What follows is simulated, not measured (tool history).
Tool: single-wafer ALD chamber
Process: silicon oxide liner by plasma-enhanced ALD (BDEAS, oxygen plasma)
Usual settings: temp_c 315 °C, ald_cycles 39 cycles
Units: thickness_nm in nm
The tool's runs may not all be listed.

| run | hour | temp_c | ald_cycles | read-back reference wafer on the same gauge, thickness_nm | thickness_nm |
|---|---|---|---|---|---|
| 1 | 0.0 | 322 | 39 | 2.647 | 2.958 |
| 2 | 67.0 | 322 | 39 | 2.652 | 2.957 |
| 3 | 137.1 | 322 | 39 | 2.650 | 2.956 |
| 4 | 194.1 | 315 | 39 | 2.645 | 2.987 |
| 5 | 228.5 | 315 | 41 | 2.648 | 3.160 |
| 6 | 285.1 | 315 | 41 | 2.653 | 3.147 |
| 7 | 352.4 | 326 | 45 | 2.648 | 3.402 |
| 8 | 413.5 | 320 | 39 | 2.650 | 2.975 |
| 9 | 447.8 | 315 | 42 | 2.648 | 3.237 |
| 10 | 501.3 | 315 | 42 | 2.649 | 3.220 |
| 11 | 572.4 | 319 | 39 | 2.651 | 2.961 |
| 12 | 733.5 | 319 | 39 | 2.650 | 2.968 |
| 13 | 788.6 | 319 | 39 | 2.649 | 2.969 |
| 14 | 818.1 | 315 | 39 | 2.649 | 2.989 |
| 15 | 844.5 | 315 | 39 | 2.647 | 2.996 |
|  | 876.0 | thermocouple changed; heater temperature recalibrated |
| 16 | 907.6 | 325 | 39 | 2.648 | 2.969 |
| 17 | 945.5 | 325 | 39 | 2.648 | 2.965 |
| 18 | 1002.4 | 325 | 39 | 2.652 | 2.963 |
| 19 | 1068.9 | 315 | 36 | 2.648 | 2.769 |
| 20 | 1132.9 | 315 | 36 | 2.651 | 2.775 |
| 21 | 1161.4 | 315 | 36 | 2.650 | 2.765 |
| 22 | 1197.4 | 315 | 39 | 2.650 | 3.005 |
| 23 | 1258.5 | 315 | 39 | 2.650 | 2.996 |
| 24 | 1295.9 | 323 | 39 | 2.646 | 2.968 |
| 25 | 1326.3 | 315 | 39 | 2.650 | 2.985 |
| 26 | 1366.3 | 315 | 39 | 2.653 | 3.008 |
| 27 | 1399.2 | 329 | 41 | 2.649 | 3.074 |
| 28 | 1448.7 | 308 | 43 | 2.650 | 3.329 |
| 29 | 1516.4 | 315 | 39 | 2.652 | 2.999 |
|  | 1525.8 | gauge calibrated |
| 30 | 1548.5 | 319 | 39 | 2.651 | 2.960 |
| 31 | 1618.0 | 315 | 39 | 2.652 | 2.994 |
| 32 | 1670.3 | 302 | 39 | 2.650 | 3.058 |
| 33 | 1828.4 | 303 | 34 | 2.648 | 2.670 |
| 34 | 1853.6 | 311 | 45 | 2.651 | 3.480 |
| 35 | 1921.1 | 315 | 39 | 2.648 | 2.990 |
| 36 | 1949.3 | 315 | 39 | 2.651 | 2.994 |
|  | 2015.2 | thermocouple changed; heater temperature recalibrated |
| 37 | 2019.6 | 309 | 39 | 2.652 | 3.044 |
| 38 | 2061.4 | 307 | 36 | 2.647 | 2.815 |
| 39 | 2107.8 | 315 | 39 | 2.649 | 3.011 |
| 40 | 2169.8 | 327 | 35 | 2.651 | 2.638 |
| 41 | 2206.2 | 328 | 32 | 2.652 | 2.408 |
| 42 | 2345.3 | 305 | 39 | 2.650 | 3.055 |
| 43 | 2415.8 | 315 | 39 | 2.651 | 2.995 |
| 44 | 2445.9 | 326 | 34 | 2.650 | 2.568 |
| 45 | 2480.3 | 307 | 43 | 2.650 | 3.350 |
| 46 | 2528.7 | 321 | 32 | 2.647 | 2.429 |
| 47 | 2565.8 | 315 | 39 | 2.653 | 2.984 |

The tool's hidden state at each run:
gauge reads high (%): 0 in every run
H1: wafer temperature above the value expected at the setpoint (K)
| run | H1 |
|---|---|
| 1 | 2.98 |
| 2 | 3.52 |
| 3 | 4 |
| 4 | 4.33 |
| 5 | 4.51 |
| 6 | 4.78 |
| 7 | 5.06 |
| 8 | 5.27 |
| 9 | 5.38 |
| 10 | 5.53 |
| 11 | 5.71 |
| 12 | 6.01 |
| 13 | 6.09 |
| 14 | 6.13 |
| 15 | 6.16 |
| 16 | -0.14 |
| 17 | 0.362 |
| 18 | 1.04 |
| 19 | 1.72 |
| 20 | 2.28 |
| 21 | 2.5 |
| 22 | 2.77 |
| 23 | 3.16 |
| 24 | 3.38 |
| 25 | 3.54 |
| 26 | 3.74 |
| 27 | 3.89 |
| 28 | 4.09 |
| 29 | 4.33 |
| 30 | 4.43 |
| 31 | 4.63 |
| 32 | 4.75 |
| 33 | 5.06 |
| 34 | 5.09 |
| 35 | 5.19 |
| 36 | 5.22 |
| 37 | 0.592 |
| 38 | 1.18 |
| 39 | 1.77 |
| 40 | 2.46 |
| 41 | 2.82 |
| 42 | 3.95 |
| 43 | 4.39 |
| 44 | 4.56 |
| 45 | 4.74 |
| 46 | 4.97 |
| 47 | 5.12 |
